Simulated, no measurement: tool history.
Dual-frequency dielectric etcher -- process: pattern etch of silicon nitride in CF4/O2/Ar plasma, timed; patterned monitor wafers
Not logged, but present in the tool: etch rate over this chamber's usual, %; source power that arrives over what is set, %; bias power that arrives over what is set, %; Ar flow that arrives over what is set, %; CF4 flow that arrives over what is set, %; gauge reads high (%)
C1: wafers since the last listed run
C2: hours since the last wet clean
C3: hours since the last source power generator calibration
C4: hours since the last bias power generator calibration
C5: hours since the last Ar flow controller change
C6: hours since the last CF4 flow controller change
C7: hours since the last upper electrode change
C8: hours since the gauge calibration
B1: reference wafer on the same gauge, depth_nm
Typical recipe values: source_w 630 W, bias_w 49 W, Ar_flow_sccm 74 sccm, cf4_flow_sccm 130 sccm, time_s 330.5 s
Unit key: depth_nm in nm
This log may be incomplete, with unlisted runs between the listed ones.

Run 1, hour 0: usual settings; C1 0; C2 469.9; C3 428.1; C4 4301.1; C5 2301.6; C6 32.4; C7 2180.1; C8 1408.7; B1 646.1. Result: depth_nm 793.1 nm.
Run 2, hour 32: usual settings; C1 192; C2 501.9; C3 460.1; C4 4333.1; C5 2333.6; C6 64.4; C7 2212.1; C8 1440.7; B1 645.8. Result: depth_nm 795.2 nm.
Run 3, hour 78.2: usual settings but source_w 530 W, time_s 293.5 s; C1 277; C2 548.1; C3 506.3; C4 4379.3; C5 2379.8; C6 110.6; C7 2258.3; C8 1486.9; B1 646.5. Result: depth_nm 583.8 nm.
At hour 110.3: gauge calibrated.
Run 4, hour 127: usual settings but Ar_flow_sccm 89 sccm, time_s 253 s; C1 293; C2 596.9; C3 555.1; C4 4428.1; C5 2428.6; C6 159.4; C7 2307.1; C8 16.7; B1 646.3. Result: depth_nm 597.8 nm.
At hour 163: wet clean of the chamber.
Run 5, hour 163.5: usual settings but Ar_flow_sccm 91 sccm, time_s 398 s; C1 75; C2 0.5; C3 591.6; C4 4464.6; C5 2465.1; C6 195.9; C7 2343.6; C8 53.2; B1 645.9. Result: depth_nm 908.6 nm.
Run 6, hour 214.1: usual settings but Ar_flow_sccm 67 sccm, cf4_flow_sccm 100 sccm; C1 304; C2 51.1; C3 642.2; C4 4515.2; C5 2515.7; C6 246.5; C7 2394.2; C8 103.8; B1 645.8. Result: depth_nm 762.3 nm.
At hour 282.2: bias power generator calibrated.
Run 7, hour 282.7: usual settings but time_s 407 s; C1 388; C2 119.7; C3 710.8; C4 0.5; C5 2584.3; C6 315.1; C7 2462.8; C8 172.4; B1 645.9. Result: depth_nm 956.6 nm.
Run 8, hour 402.9: usual settings but source_w 710 W, Ar_flow_sccm 58 sccm; C1 722; C2 239.9; C3 831; C4 120.7; C5 2704.5; C6 435.3; C7 2583; C8 292.6; B1 645.9. Result: depth_nm 911.2 nm.
At hour 444.2: upper electrode replaced.
Run 9, hour 468.6: usual settings but time_s 281 s; C1 250; C2 305.6; C3 896.7; C4 186.4; C5 2770.2; C6 501; C7 24.4; C8 358.3; B1 646.4. Result: depth_nm 665.6 nm.
Run 10, hour 498.6: usual settings; C1 180; C2 335.6; C3 926.7; C4 216.4; C5 2800.2; C6 531; C7 54.4; C8 388.3; B1 646.4. Result: depth_nm 785.6 nm.
Run 11, hour 568.1: usual settings but bias_w 58 W, Ar_flow_sccm 56 sccm, cf4_flow_sccm 102 sccm; C1 418; C2 405.1; C3 996.2; C4 285.9; C5 2869.7; C6 600.5; C7 123.9; C8 457.8; B1 645.7. Result: depth_nm 839.4 nm.
Run 12, hour 594: usual settings; C1 155; C2 431; C3 1022.1; C4 311.8; C5 2895.6; C6 626.4; C7 149.8; C8 483.7; B1 645.9. Result: depth_nm 786.4 nm.
At hour 626.8: Ar flow controller replaced.
Run 13, hour 634: usual settings but bias_w 39 W; C1 204; C2 471; C3 1062.1; C4 351.8; C5 7.2; C6 666.4; C7 189.8; C8 523.7; B1 646.2. Result: depth_nm 733.5 nm.
Run 14, hour 684.7: usual settings but source_w 590 W, bias_w 42 W, cf4_flow_sccm 141 sccm; C1 304; C2 521.7; C3 1112.8; C4 402.5; C5 57.9; C6 717.1; C7 240.5; C8 574.4; B1 645.3. Result: depth_nm 706 nm.
Run 15, hour 735.5: usual settings but Ar_flow_sccm 60 sccm, time_s 361.5 s; C1 305; C2 572.5; C3 1163.6; C4 453.3; C5 108.7; C6 767.9; C7 291.3; C8 625.2; B1 647.1. Result: depth_nm 893.2 nm.
At hour 793.6: wet clean of the chamber.
Run 16, hour 794.1: usual settings but bias_w 44 W, cf4_flow_sccm 102 sccm; C1 208; C2 0.5; C3 1222.2; C4 511.9; C5 167.3; C6 826.5; C7 349.9; C8 683.8; B1 646.2. Result: depth_nm 723.5 nm.
Run 17, hour 848.9: usual settings but cf4_flow_sccm 116 sccm; C1 329; C2 55.3; C3 1277; C4 566.7; C5 222.1; C6 881.3; C7 404.7; C8 738.6; B1 645.5. Result: depth_nm 762.2 nm.
Run 18, hour 1058.1: usual settings but source_w 730 W, time_s 390.5 s; C1 1258; C2 264.5; C3 1486.2; C4 775.9; C5 431.3; C6 1090.5; C7 613.9; C8 947.8; B1 646.1. Result: depth_nm 1079.1 nm.
Run 19, hour 1126: usual settings but cf4_flow_sccm 149 sccm; C1 408; C2 332.4; C3 1554.1; C4 843.8; C5 499.2; C6 1158.4; C7 681.8; C8 1015.7; B1 645.3. Result: depth_nm 796.3 nm.
Run 20, hour 1177.5: usual settings but time_s 282 s; C1 309; C2 383.9; C3 1605.6; C4 895.3; C5 550.7; C6 1209.9; C7 733.3; C8 1067.2; B1 646. Result: depth_nm 671.2 nm.

5 options for the next run, each taken on its own from the tool as it stands now. Forecast them:
Run A, hour 1178: usual settings but source_w 550 W; C1 3; C2 384.4; C3 1606.1; C4 895.8; C5 551.2; C6 1210.4; C7 733.8; C8 1067.7; B1 ?. Result: depth_nm ?.
Run B, hour 1178: usual settings but Ar_flow_sccm 67 sccm, time_s 381 s; C1 3; C2 384.4; C3 1606.1; C4 895.8; C5 551.2; C6 1210.4; C7 733.8; C8 1067.7; B1 ?. Result: depth_nm ?.
Run C, hour 1178: usual settings but source_w 710 W, bias_w 38 W, cf4_flow_sccm 117 sccm, time_s 388.5 s; C1 3; C2 384.4; C3 1606.1; C4 895.8; C5 551.2; C6 1210.4; C7 733.8; C8 1067.7; B1 ?. Result: depth_nm ?.
Run D, hour 1178: usual settings but cf4_flow_sccm 144 sccm; C1 3; C2 384.4; C3 1606.1; C4 895.8; C5 551.2; C6 1210.4; C7 733.8; C8 1067.7; B1 ?. Result: depth_nm ?.
Run E, hour 1178: usual settings but bias_w 53 W, Ar_flow_sccm 88 sccm, cf4_flow_sccm 147 sccm, time_s 302 s; C1 3; C2 384.4; C3 1606.1; C4 895.8; C5 551.2; C6 1210.4; C7 733.8; C8 1067.7; B1 ?. Result: depth_nm ?.

run     B1  depth_nm
  A  646.6     678.7
  B  646.6     916.5
  C  646.6     955.1
  D  646.6     794.1
  E  646.6     732.1
Take away the tool's hidden state, keep each run's random variation, and the runs would have read:
run  depth_nm
  A     666.9
  B     900.6
  C     938.6
  D     780.4
  E     719.4
